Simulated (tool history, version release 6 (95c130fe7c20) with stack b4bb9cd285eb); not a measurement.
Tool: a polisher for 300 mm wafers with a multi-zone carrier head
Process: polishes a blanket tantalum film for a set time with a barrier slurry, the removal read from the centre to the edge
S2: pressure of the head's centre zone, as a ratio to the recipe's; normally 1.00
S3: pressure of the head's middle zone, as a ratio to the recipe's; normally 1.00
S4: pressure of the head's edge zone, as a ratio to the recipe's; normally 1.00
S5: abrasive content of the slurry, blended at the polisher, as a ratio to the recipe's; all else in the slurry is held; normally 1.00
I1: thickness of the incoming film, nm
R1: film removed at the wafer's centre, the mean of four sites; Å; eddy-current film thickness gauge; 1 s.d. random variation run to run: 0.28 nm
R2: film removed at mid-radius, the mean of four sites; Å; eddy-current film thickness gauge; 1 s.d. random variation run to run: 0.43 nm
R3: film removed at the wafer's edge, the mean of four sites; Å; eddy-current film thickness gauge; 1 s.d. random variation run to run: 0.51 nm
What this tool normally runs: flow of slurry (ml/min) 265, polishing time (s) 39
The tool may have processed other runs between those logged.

{"run": 1, "day": 0.0, "flow of slurry (ml/min)": 265, "S2": 1.0, "S3": 1.0, "S4": 1.0, "S5": 1.0, "polishing time (s)": 39, "I1": 388.8, "R1": 320, "R2": 308, "R3": 320}
{"day": 0.233, "done": "carrier head's membrane replaced by a new one"}
{"run": 2, "day": 0.696, "flow of slurry (ml/min)": 200, "S2": 1.0, "S3": 1.0, "S4": 1.0, "S5": 1.0, "polishing time (s)": 39, "I1": 392.6, "R1": 295, "R2": 289, "R3": 298}
{"run": 3, "day": 1.292, "flow of slurry (ml/min)": 265, "S2": 1.0, "S3": 1.0, "S4": 1.0, "S5": 1.0, "polishing time (s)": 39, "I1": 389.8, "R1": 310, "R2": 301, "R3": 309}
{"day": 1.633, "done": "worn pad replaced by a new one"}
{"day": 1.771, "done": "edge zone pressure recalibrated"}
{"run": 4, "day": 1.792, "flow of slurry (ml/min)": 265, "S2": 1.0, "S3": 0.94, "S4": 1.0, "S5": 0.75, "polishing time (s)": 50, "I1": 381.3, "R1": 384, "R2": 364, "R3": 382}
{"run": 5, "day": 3.088, "flow of slurry (ml/min)": 265, "S2": 1.0, "S3": 1.0, "S4": 1.0, "S5": 1.0, "polishing time (s)": 39, "I1": 398.4, "R1": 316, "R2": 312, "R3": 324}
{"run": 6, "day": 3.362, "flow of slurry (ml/min)": 265, "S2": 1.0, "S3": 1.0, "S4": 1.0, "S5": 1.0, "polishing time (s)": 39, "I1": 390.5, "R1": 315, "R2": 305, "R3": 320}
{"run": 7, "day": 3.829, "flow of slurry (ml/min)": 265, "S2": 0.91, "S3": 1.0, "S4": 1.0, "S5": 0.8, "polishing time (s)": 39, "I1": 382.2, "R1": 272, "R2": 287, "R3": 295}
{"run": 8, "day": 4.175, "flow of slurry (ml/min)": 265, "S2": 1.0, "S3": 1.0, "S4": 0.88, "S5": 1.1, "polishing time (s)": 39, "I1": 385.6, "R1": 319, "R2": 316, "R3": 304}
{"run": 9, "day": 4.85, "flow of slurry (ml/min)": 185, "S2": 1.0, "S3": 1.0, "S4": 1.07, "S5": 1.0, "polishing time (s)": 39, "I1": 388.5, "R1": 286, "R2": 279, "R3": 298}
{"day": 5.162, "done": "centre zone pressure recalibrated"}
{"run": 10, "day": 5.279, "flow of slurry (ml/min)": 265, "S2": 1.0, "S3": 1.0, "S4": 1.0, "S5": 1.0, "polishing time (s)": 39, "I1": 388.2, "R1": 311, "R2": 305, "R3": 306}
{"day": 5.517, "done": "slurry nozzle cleaned"}
{"day": 5.971, "done": "worn pad replaced by a new one"}
{"run": 11, "day": 5.996, "flow of slurry (ml/min)": 175, "S2": 1.0, "S3": 1.0, "S4": 1.0, "S5": 1.0, "polishing time (s)": 39, "I1": 392.7, "R1": 322, "R2": 324, "R3": 333}
{"run": 12, "day": 6.329, "flow of slurry (ml/min)": 265, "S2": 1.0, "S3": 0.94, "S4": 1.0, "S5": 1.0, "polishing time (s)": 49, "I1": 390.5, "R1": 439, "R2": 406, "R3": 425}
{"run": 13, "day": 6.675, "flow of slurry (ml/min)": 265, "S2": 1.0, "S3": 1.09, "S4": 1.0, "S5": 1.0, "polishing time (s)": 51, "I1": 393.2, "R1": 440, "R2": 467, "R3": 435}
{"run": 14, "day": 7.075, "flow of slurry (ml/min)": 265, "S2": 1.0, "S3": 1.0, "S4": 1.0, "S5": 1.0, "polishing time (s)": 39, "I1": 384.9, "R1": 333, "R2": 331, "R3": 324}
{"run": 15, "day": 7.571, "flow of slurry (ml/min)": 320, "S2": 1.0, "S3": 1.0, "S4": 1.03, "S5": 1.0, "polishing time (s)": 48, "I1": 394.5, "R1": 420, "R2": 412, "R3": 426}
{"run": 16, "day": 8.154, "flow of slurry (ml/min)": 265, "S2": 1.0, "S3": 1.0, "S4": 1.0, "S5": 1.0, "polishing time (s)": 39, "I1": 389.5, "R1": 329, "R2": 323, "R3": 326}
{"run": 17, "day": 8.658, "flow of slurry (ml/min)": 265, "S2": 1.0, "S3": 0.96, "S4": 1.0, "S5": 0.75, "polishing time (s)": 50, "I1": 390.6, "R1": 369, "R2": 356, "R3": 377}
{"run": 18, "day": 9.158, "flow of slurry (ml/min)": 235, "S2": 1.0, "S3": 1.0, "S4": 1.0, "S5": 1.0, "polishing time (s)": 46, "I1": 389.3, "R1": 374, "R2": 373, "R3": 368}
{"day": 9.742, "done": "worn pad replaced by a new one"}
{"run": 19, "day": 9.758, "flow of slurry (ml/min)": 265, "S2": 1.0, "S3": 0.92, "S4": 1.0, "S5": 1.0, "polishing time (s)": 39, "I1": 388.7, "R1": 349, "R2": 316, "R3": 351}
{"run": 20, "day": 10.167, "flow of slurry (ml/min)": 265, "S2": 1.0, "S3": 1.0, "S4": 1.0, "S5": 1.0, "polishing time (s)": 39, "I1": 389.5, "R1": 347, "R2": 337, "R3": 336}
{"run": 21, "day": 10.888, "flow of slurry (ml/min)": 265, "S2": 1.0, "S3": 1.0, "S4": 0.88, "S5": 1.3, "polishing time (s)": 39, "I1": 389.3, "R1": 357, "R2": 338, "R3": 351}
{"run": 22, "day": 11.571, "flow of slurry (ml/min)": 265, "S2": 1.0, "S3": 1.0, "S4": 1.0, "S5": 1.0, "polishing time (s)": 39, "I1": 394.0, "R1": 319, "R2": 321, "R3": 327}
{"run": 23, "day": 11.983, "flow of slurry (ml/min)": 265, "S2": 1.0, "S3": 1.0, "S4": 1.0, "S5": 1.0, "polishing time (s)": 39, "I1": 387.3, "R1": 324, "R2": 318, "R3": 321}

What if the next run were any one of these 3? Each begins from the tool's condition after run 23:
{"run": "A", "day": 12.0, "flow of slurry (ml/min)": 265, "S2": 1.0, "S3": 1.0, "S4": 1.0, "S5": 1.0, "polishing time (s)": 39, "I1": 387.8, "R1": "?", "R2": "?", "R3": "?"}
{"run": "B", "day": 12.0, "flow of slurry (ml/min)": 265, "S2": 1.0, "S3": 0.94, "S4": 1.0, "S5": 1.0, "polishing time (s)": 46, "I1": 387.8, "R1": "?", "R2": "?", "R3": "?"}
{"run": "C", "day": 12.0, "flow of slurry (ml/min)": 265, "S2": 1.11, "S3": 1.0, "S4": 1.0, "S5": 1.2, "polishing time (s)": 39, "I1": 387.8, "R1": "?", "R2": "?", "R3": "?"}

run=A R1=321 R2=316 R3=323
run=B R1=378 R2=357 R3=381
run=C R1=367 R2=334 R3=340
What these runs would have given with no unlogged condition in the tool:
run=A R1=352 R2=347 R3=353
run=B R1=415 R2=391 R3=416
run=C R1=403 R2=366 R3=372
